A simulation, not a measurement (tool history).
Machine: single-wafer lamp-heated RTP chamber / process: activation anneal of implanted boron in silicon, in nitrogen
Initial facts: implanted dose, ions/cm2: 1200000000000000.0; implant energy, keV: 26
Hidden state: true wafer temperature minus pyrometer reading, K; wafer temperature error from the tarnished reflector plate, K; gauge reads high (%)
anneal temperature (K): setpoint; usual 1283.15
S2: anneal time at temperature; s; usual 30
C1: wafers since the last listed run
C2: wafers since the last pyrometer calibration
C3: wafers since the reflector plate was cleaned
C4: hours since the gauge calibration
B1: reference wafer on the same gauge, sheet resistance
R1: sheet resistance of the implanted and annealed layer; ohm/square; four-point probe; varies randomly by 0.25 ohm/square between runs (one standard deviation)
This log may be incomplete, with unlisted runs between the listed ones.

run 1 hour=0 | anneal_temperature_(K)=1283.15 S2=30 | C1=0 C2=5410 C3=2258 C4=332.3 | B1=87.71 | R1=94.87
run 2 hour=17.2 | anneal_temperature_(K)=1283.15 S2=30 | C1=281 C2=5691 C3=2540 C4=349.5 | B1=87.71 | R1=93.83
run 3 hour=25.3 | anneal_temperature_(K)=1283.15 S2=30 | C1=132 C2=5824 C3=2672 C4=357.6 | B1=87.75 | R1=94.24
run 4 hour=42.6 | anneal_temperature_(K)=1283.15 S2=30 | C1=282 C2=6107 C3=2955 C4=374.9 | B1=87.65 | R1=94.13
run 5 hour=60.2 | anneal_temperature_(K)=1283.15 S2=30 | C1=287 C2=6394 C3=3243 C4=392.5 | B1=87.72 | R1=94.57
run 6 hour=77.9 | anneal_temperature_(K)=1267.15 S2=16 | C1=289 C2=6684 C3=3533 C4=410.2 | B1=87.64 | R1=98.28
run 7 hour=92.1 | anneal_temperature_(K)=1283.15 S2=25 | C1=232 C2=6916 C3=3765 C4=424.4 | B1=87.72 | R1=94.17
run 8 hour=102.1 | anneal_temperature_(K)=1283.15 S2=25 | C1=163 C2=7080 C3=3928 C4=434.4 | B1=87.76 | R1=94.1
run 9 hour=111.6 | anneal_temperature_(K)=1283.15 S2=25 | C1=155 C2=7235 C3=4084 C4=443.9 | B1=87.69 | R1=94.3
run 10 hour=120.7 | anneal_temperature_(K)=1300.15 S2=30 | C1=148 C2=7384 C3=4233 C4=453 | B1=87.64 | R1=92.8
run 11 hour=138.5 | anneal_temperature_(K)=1300.15 S2=30 | C1=291 C2=7675 C3=4524 C4=470.8 | B1=87.73 | R1=92.43
-- hour=149.4 pyrometer window cleaned and pyrometer calibrated
run 12 hour=152.8 | anneal_temperature_(K)=1283.15 S2=30 | C1=103 C2=56 C3=4627 C4=485.1 | B1=87.76 | R1=94.02
run 13 hour=162.7 | anneal_temperature_(K)=1283.15 S2=22 | C1=161 C2=217 C3=4789 C4=495 | B1=87.75 | R1=94.36
-- hour=162.9 gauge calibrated
run 14 hour=175.1 | anneal_temperature_(K)=1283.15 S2=24 | C1=202 C2=420 C3=4991 C4=12.2 | B1=87.66 | R1=94.2
run 15 hour=186 | anneal_temperature_(K)=1283.15 S2=24 | C1=178 C2=599 C3=5170 C4=23.1 | B1=87.68 | R1=94.72
run 16 hour=195.9 | anneal_temperature_(K)=1283.15 S2=24 | C1=161 C2=760 C3=5332 C4=33 | B1=87.73 | R1=94.96
run 17 hour=212.3 | anneal_temperature_(K)=1263.15 S2=46 | C1=268 C2=1029 C3=5600 C4=49.4 | B1=87.71 | R1=96.13
run 18 hour=230.9 | anneal_temperature_(K)=1291.15 S2=30 | C1=304 C2=1333 C3=5904 C4=68 | B1=87.75 | R1=93.61
run 19 hour=241.2 | anneal_temperature_(K)=1301.15 S2=45 | C1=168 C2=1501 C3=6073 C4=78.3 | B1=87.68 | R1=92.8
run 20 hour=250.6 | anneal_temperature_(K)=1305.15 S2=30 | C1=153 C2=1655 C3=6226 C4=87.7 | B1=87.74 | R1=92.41
run 21 hour=265.3 | anneal_temperature_(K)=1301.15 S2=45 | C1=240 C2=1896 C3=6467 C4=102.4 | B1=87.65 | R1=92.29
run 22 hour=273.4 | anneal_temperature_(K)=1273.15 S2=44 | C1=132 C2=2028 C3=6599 C4=110.5 | B1=87.73 | R1=94.45
run 23 hour=290.9 | anneal_temperature_(K)=1300.15 S2=30 | C1=286 C2=2314 C3=6885 C4=128 | B1=87.72 | R1=92.45
run 24 hour=307.9 | anneal_temperature_(K)=1295.15 S2=30 | C1=278 C2=2592 C3=7164 C4=145 | B1=87.64 | R1=92.77
-- hour=332.1 reflector plate cleaned
run 25 hour=340.2 | anneal_temperature_(K)=1283.15 S2=13 | C1=397 C2=2990 C3=131 C4=177.3 | B1=87.77 | R1=96.67
run 26 hour=346.5 | anneal_temperature_(K)=1259.15 S2=39 | C1=103 C2=3093 C3=234 C4=183.6 | B1=87.77 | R1=99.5
run 27 hour=360.5 | anneal_temperature_(K)=1268.15 S2=12 | C1=228 C2=3322 C3=463 C4=197.6 | B1=87.76 | R1=99.89
run 28 hour=413.9 | anneal_temperature_(K)=1283.15 S2=25 | C1=873 C2=4195 C3=1337 C4=251 | B1=87.66 | R1=94.7
run 29 hour=429.4 | anneal_temperature_(K)=1283.15 S2=30 | C1=253 C2=4449 C3=1590 C4=266.5 | B1=87.68 | R1=94.08
run 30 hour=442.2 | anneal_temperature_(K)=1308.15 S2=39 | C1=209 C2=4658 C3=1800 C4=279.3 | B1=87.73 | R1=91.83
run 31 hour=454.7 | anneal_temperature_(K)=1254.15 S2=36 | C1=204 C2=4863 C3=2004 C4=291.8 | B1=87.77 | R1=100.16

What will run 32 give?
run 32 hour=465.5 | anneal_temperature_(K)=1283.15 S2=30 | C1=176 C2=5039 C3=2181 C4=302.6 | B1=? | R1=?

For run 32 the tool returned B1 87.66, R1 94.35 ohm/square.
With no hidden state in the tool, this same run would have given R1 94.98 ohm/square.
